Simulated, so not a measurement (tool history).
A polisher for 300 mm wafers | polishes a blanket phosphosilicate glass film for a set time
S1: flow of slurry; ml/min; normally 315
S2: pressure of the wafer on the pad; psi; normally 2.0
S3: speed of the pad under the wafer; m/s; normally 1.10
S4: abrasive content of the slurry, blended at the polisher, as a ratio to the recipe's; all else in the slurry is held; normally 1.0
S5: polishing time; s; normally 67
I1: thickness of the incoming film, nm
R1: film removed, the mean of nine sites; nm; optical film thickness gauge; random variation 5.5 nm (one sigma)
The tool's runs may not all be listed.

run   hour   S1   S2    S3   S4  S5      I1     R1
  1    0.0  315  2.0  1.10  1.0  67  4162.5  391.8
  2   16.9  315  2.0  1.10  1.0  67  4179.0  400.4
  3   43.1  315  2.0  1.10  1.0  67  4177.9  374.1
  4   76.6  240  2.0  1.10  1.0  67  4222.3  360.5
      99.0  -- slurry nozzle cleaned
  5  108.7  240  2.0  1.10  1.0  67  4282.2  344.4
     116.4  -- worn pad replaced by a new one
  6  127.1  240  2.0  1.10  1.0  67  4261.8  395.3
     139.3  -- slurry blender recalibrated
  7  145.0  315  2.0  1.10  1.0  67  4201.7  393.5
  8  180.0  315  2.0  1.10  1.0  67  4206.6  398.1
  9  211.9  315  2.3  1.10  1.0  67  4213.9  454.5
     221.8  -- conditioning disc replaced and pad reconditioned
 10  232.0  230  2.0  0.80  1.0  67  4263.9  300.1
 11  256.6  270  2.0  0.76  0.8  47  4258.0  182.5
     271.3  -- head pressure recalibrated
 12  288.2  315  2.0  1.10  1.0  67  4270.3  353.1
 13  306.3  315  2.0  1.10  1.0  67  4140.7  344.7

What does the tool deliver on the next run?
     312.7  -- worn pad replaced by a new one
 14  336.7  315  2.0  1.10  1.0  77  4271.7   ?

Run 14 gave R1 467.4 nm.
Had the tool carried no hidden state, the very same run would have given R1 475.3 nm.
